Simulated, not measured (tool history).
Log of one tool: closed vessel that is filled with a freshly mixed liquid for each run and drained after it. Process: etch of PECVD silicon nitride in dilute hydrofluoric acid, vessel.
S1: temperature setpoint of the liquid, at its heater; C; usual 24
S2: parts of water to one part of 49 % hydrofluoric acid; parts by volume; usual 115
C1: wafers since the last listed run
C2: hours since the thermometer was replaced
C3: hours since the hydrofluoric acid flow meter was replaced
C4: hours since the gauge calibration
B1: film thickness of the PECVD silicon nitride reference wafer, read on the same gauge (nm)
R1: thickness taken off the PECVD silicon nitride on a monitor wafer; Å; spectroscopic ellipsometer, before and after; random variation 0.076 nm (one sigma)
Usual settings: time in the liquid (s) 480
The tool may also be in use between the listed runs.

Run 1, hour 0: usual settings but time in the liquid (s) 355; C1 0; C2 1694; C3 666.5; C4 99.7; B1 70. Result: R1 132.7 Å.
Run 2, hour 13.9: usual settings but S2 80 parts by volume; C1 1072; C2 1707.9; C3 680.4; C4 113.6; B1 70. Result: R1 256.5 Å.
Run 3, hour 30.1: usual settings but S2 70 parts by volume; C1 1250; C2 1724.1; C3 696.6; C4 129.8; B1 69.98. Result: R1 291.5 Å.
Run 4, hour 36.6: usual settings but S1 20 C; C1 501; C2 1730.6; C3 703.1; C4 136.3; B1 69.99. Result: R1 137.2 Å.
At hour 73.4: gauge calibrated.
Run 5, hour 74.4: usual settings; C1 2917; C2 1768.4; C3 740.9; C4 1; B1 70.01. Result: R1 178.4 Å.
Run 6, hour 83.9: usual settings; C1 733; C2 1777.9; C3 750.4; C4 10.5; B1 70. Result: R1 182 Å.
Run 7, hour 101.7: usual settings; C1 1373; C2 1795.7; C3 768.2; C4 28.3; B1 70. Result: R1 180.6 Å.
At hour 104.2: thermometer replaced.
Run 8, hour 109.2: usual settings but S1 26.5 C, S2 90 parts by volume, time in the liquid (s) 220; C1 501; C2 5; C3 775.7; C4 35.8; B1 70.02. Result: R1 124.6 Å.
At hour 118.8: hydrofluoric acid flow meter replaced.
Run 9, hour 119.3: usual settings but time in the liquid (s) 605; C1 702; C2 15.1; C3 0.5; C4 45.9; B1 70.01. Result: R1 242.7 Å.
Run 10, hour 126.3: usual settings but time in the liquid (s) 310; C1 540; C2 22.1; C3 7.5; C4 52.9; B1 70.01. Result: R1 125.8 Å.
Run 11, hour 139.4: usual settings but time in the liquid (s) 310; C1 1011; C2 35.2; C3 20.6; C4 66; B1 70.02. Result: R1 125.2 Å.
At hour 144.8: hydrofluoric acid flow meter replaced, repeated, since the last time left the tool worse.
Run 12, hour 153.3: usual settings but S1 28.5 C; C1 995; C2 49.1; C3 8.5; C4 79.9; B1 70. Result: R1 225.3 Å.
Run 13, hour 165.8: usual settings but S1 25.5 C, S2 100 parts by volume, time in the liquid (s) 675; C1 964; C2 61.6; C3 21; C4 92.4; B1 70.02. Result: R1 300.7 Å.
Run 14, hour 181: usual settings; C1 1173; C2 76.8; C3 36.2; C4 107.6; B1 70. Result: R1 170.1 Å.

Some steps in R1 between neighbouring runs. How much of each would the tool show without its hidden state too (settings, what came in, random variation), and how much is left for the hidden state, with any gauge scatter that isn't in both results?
The hidden state here: liquid colder than its thermometer reads (K); hydrofluoric acid flow above the setpoint (%); gauge reads high (%).
Run 3 -> 4: S1 24 -> 20, S2 70 -> 115. R1 -154.3 Å: hidden state -9.6, all else -144.7.
Run 8 -> 9: S1 26.5 -> 24, S2 90 -> 115, time in the liquid (s) 220 -> 605, hydrofluoric acid flow meter replaced. R1 +118.1 Å: hidden state +23.4, all else +94.7.
